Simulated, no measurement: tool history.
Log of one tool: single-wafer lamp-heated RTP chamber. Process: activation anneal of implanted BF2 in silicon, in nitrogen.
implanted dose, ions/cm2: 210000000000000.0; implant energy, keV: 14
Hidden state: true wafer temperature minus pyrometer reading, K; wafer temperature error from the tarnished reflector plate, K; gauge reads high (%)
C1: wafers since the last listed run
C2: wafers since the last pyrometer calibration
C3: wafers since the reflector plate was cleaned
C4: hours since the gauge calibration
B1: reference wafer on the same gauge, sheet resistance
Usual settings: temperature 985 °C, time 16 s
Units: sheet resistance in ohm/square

{"run": 1, "day": 0.0, "temperature": 1009, "time": 16, "C1": 0, "C2": 5170, "C3": 2649, "C4": 281.3, "B1": 592.99, "sheet resistance": 560.62}
{"run": 2, "day": 2.212, "temperature": 1009, "time": 16, "C1": 1118, "C2": 6288, "C3": 3767, "C4": 334.4, "B1": 593.72, "sheet resistance": 561.7}
{"run": 3, "day": 5.379, "temperature": 985, "time": 16, "C1": 1600, "C2": 7888, "C3": 5367, "C4": 410.4, "B1": 593.08, "sheet resistance": 570.1}
{"day": 5.721, "done": "pyrometer window cleaned and pyrometer calibrated"}
{"day": 8.762, "done": "reflector plate cleaned"}
{"run": 4, "day": 9.475, "temperature": 985, "time": 16, "C1": 1732, "C2": 1728, "C3": 359, "C4": 508.7, "B1": 592.93, "sheet resistance": 562.51}
{"run": 5, "day": 12.892, "temperature": 985, "time": 16, "C1": 1726, "C2": 3455, "C3": 2085, "C4": 590.7, "B1": 593.77, "sheet resistance": 565.27}
{"run": 6, "day": 16.088, "temperature": 975, "time": 16, "C1": 1615, "C2": 5070, "C3": 3700, "C4": 667.4, "B1": 593.06, "sheet resistance": 575.29}
{"run": 7, "day": 19.367, "temperature": 975, "time": 16, "C1": 1657, "C2": 6727, "C3": 5358, "C4": 746.1, "B1": 593.22, "sheet resistance": 570.45}
{"run": 8, "day": 22.017, "temperature": 975, "time": 16, "C1": 1339, "C2": 8066, "C3": 6697, "C4": 809.7, "B1": 593.48, "sheet resistance": 572.9}
{"day": 22.512, "done": "pyrometer window cleaned and pyrometer calibrated"}
{"day": 24.879, "done": "reflector plate cleaned"}
{"run": 9, "day": 25.425, "temperature": 985, "time": 16, "C1": 1385, "C2": 1303, "C3": 276, "C4": 891.5, "B1": 594.32, "sheet resistance": 565.92}
{"run": 10, "day": 27.788, "temperature": 985, "time": 16, "C1": 1193, "C2": 2497, "C3": 1469, "C4": 948.2, "B1": 593.91, "sheet resistance": 567.61}
{"run": 11, "day": 30.571, "temperature": 985, "time": 16, "C1": 1406, "C2": 3904, "C3": 2876, "C4": 1015, "B1": 592.65, "sheet resistance": 565.3}
{"run": 12, "day": 34.829, "temperature": 985, "time": 20, "C1": 2151, "C2": 6055, "C3": 5028, "C4": 1117.2, "B1": 591.73, "sheet resistance": 563.28}
{"day": 37.433, "done": "pyrometer window cleaned and pyrometer calibrated"}
{"run": 13, "day": 37.454, "temperature": 985, "time": 16, "C1": 1158, "C2": 9, "C3": 6186, "C4": 1180.2, "B1": 593.3, "sheet resistance": 567.31}
{"run": 14, "day": 39.717, "temperature": 1009, "time": 16, "C1": 1143, "C2": 1153, "C3": 7329, "C4": 1234.5, "B1": 592.94, "sheet resistance": 561.41}
{"day": 40.283, "done": "reflector plate cleaned"}
{"run": 15, "day": 42.479, "temperature": 975, "time": 16, "C1": 1227, "C2": 2380, "C3": 1109, "C4": 1300.8, "B1": 593.35, "sheet resistance": 572.02}
{"run": 16, "day": 46.167, "temperature": 1007, "time": 16, "C1": 1863, "C2": 4244, "C3": 2973, "C4": 1389.3, "B1": 592.89, "sheet resistance": 559.53}

The next listed run, before its measurement:
{"run": 17, "day": 49.958, "temperature": 1006, "time": 16, "C1": 1916, "C2": 6160, "C3": 4889, "C4": 1480.3, "B1": "?", "sheet resistance": "?"}

B1: 592.31
sheet resistance: 561.36 ohm/square
Without the tool's hidden state the same run would have given sheet resistance 561.36 ohm/square.
